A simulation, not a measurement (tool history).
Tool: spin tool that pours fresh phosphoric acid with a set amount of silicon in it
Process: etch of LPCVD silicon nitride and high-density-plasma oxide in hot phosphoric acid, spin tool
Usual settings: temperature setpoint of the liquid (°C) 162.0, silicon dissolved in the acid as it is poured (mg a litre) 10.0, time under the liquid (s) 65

| run | hour | temperature setpoint of the liquid (°C) | silicon dissolved in the acid as it is poured (mg a litre) | time under the liquid (s) | read-back film thickness of the LPCVD silicon nitride reference wafer, read on the same gauge (nm) | read-back film thickness of the high-density-plasma oxide reference wafer, read on the same gauge (nm) | thickness taken off the LPCVD silicon nitride on a monitor wafer (angstrom) | thickness taken off the high-density-plasma oxide on a monitor wafer (angstrom) |
|---|---|---|---|---|---|---|---|---|
| 1 | 0.0 | 162.0 | 12.0 | 90 | 60.01 | 119.992 | 76.7 | 3.19 |
| 2 | 44.6 | 160.0 | 12.5 | 50 | 59.99 | 119.992 | 39.9 | 1.75 |
|  | 53.7 | thermometer replaced |
| 3 | 111.5 | 160.0 | 14.5 | 50 | 59.99 | 120.002 | 40.0 | 1.65 |
| 4 | 143.1 | 162.0 | 10.0 | 65 | 60.01 | 120.008 | 55.1 | 2.42 |
| 5 | 177.3 | 162.0 | 10.0 | 65 | 60.02 | 119.995 | 55.4 | 2.41 |
| 6 | 219.1 | 160.0 | 12.5 | 50 | 60.00 | 120.029 | 39.6 | 1.66 |
| 7 | 266.1 | 162.0 | 12.5 | 95 | 60.02 | 120.006 | 80.4 | 3.57 |
| 8 | 309.4 | 164.5 | 10.0 | 65 | 59.99 | 119.979 | 60.2 | 2.99 |
|  | 322.1 | heated supply line repaired |
| 9 | 339.7 | 164.0 | 17.0 | 55 | 59.98 | 119.995 | 57.9 | 3.03 |
| 10 | 371.5 | 163.5 | 10.0 | 65 | 60.01 | 119.998 | 67.0 | 4.13 |
| 11 | 515.1 | 160.5 | 4.0 | 65 | 60.02 | 119.991 | 60.6 | 3.78 |
|  | 541.6 | gauge calibrated |
| 12 | 546.8 | 162.0 | 10.0 | 65 | 60.02 | 120.015 | 63.2 | 3.74 |
| 13 | 589.6 | 161.0 | 7.0 | 65 | 60.01 | 120.005 | 61.4 | 3.16 |
| 14 | 647.7 | 162.0 | 10.0 | 25 | 60.04 | 120.001 | 24.6 | 1.35 |
| 15 | 701.1 | 162.0 | 10.0 | 65 | 59.98 | 120.010 | 63.5 | 3.57 |
| 16 | 727.4 | 165.0 | 10.0 | 65 | 60.00 | 119.984 | 69.2 | 4.58 |
| 17 | 867.8 | 164.0 | 17.5 | 100 | 60.02 | 120.006 | 102.5 | 4.75 |
| 18 | 915.8 | 159.5 | 14.5 | 100 | 60.00 | 119.999 | 88.2 | 4.19 |
| 19 | 942.6 | 162.0 | 10.0 | 65 | 60.02 | 119.978 | 63.3 | 3.69 |
| 20 | 976.6 | 162.0 | 10.0 | 65 | 60.02 | 119.991 | 62.8 | 3.47 |

5 ways to go on from here, each from the tool as it stands after run 20. What would each give?
| A | 977.0 | 162.0 | 10.0 | 90 | ? | ? | ? | ? |
| B | 977.0 | 162.0 | 17.0 | 100 | ? | ? | ? | ? |
| C | 977.0 | 160.0 | 10.0 | 90 | ? | ? | ? | ? |
| D | 977.0 | 161.0 | 6.5 | 45 | ? | ? | ? | ? |
| E | 977.0 | 164.0 | 4.0 | 95 | ? | ? | ? | ? |

| run | read-back film thickness of the LPCVD silicon nitride reference wafer, read on the same gauge (nm) | read-back film thickness of the high-density-plasma oxide reference wafer, read on the same gauge (nm) | thickness taken off the LPCVD silicon nitride on a monitor wafer (angstrom) | thickness taken off the high-density-plasma oxide on a monitor wafer (angstrom) |
|---|---|---|---|---|
| A | 60.01 | 120.001 | 86.0 | 5.58 |
| B | 60.01 | 120.001 | 95.5 | 5.24 |
| C | 60.01 | 120.001 | 80.4 | 4.81 |
| D | 60.01 | 120.001 | 41.6 | 2.79 |
| E | 60.01 | 120.001 | 97.0 | 7.73 |
Without the tool's hidden state the same runs would have given:
| run | thickness taken off the LPCVD silicon nitride on a monitor wafer (angstrom) | thickness taken off the high-density-plasma oxide on a monitor wafer (angstrom) |
|---|---|---|
| A | 88.6 | 5.97 |
| B | 98.5 | 5.60 |
| C | 82.9 | 5.15 |
| D | 42.8 | 2.99 |
| E | 99.9 | 8.26 |

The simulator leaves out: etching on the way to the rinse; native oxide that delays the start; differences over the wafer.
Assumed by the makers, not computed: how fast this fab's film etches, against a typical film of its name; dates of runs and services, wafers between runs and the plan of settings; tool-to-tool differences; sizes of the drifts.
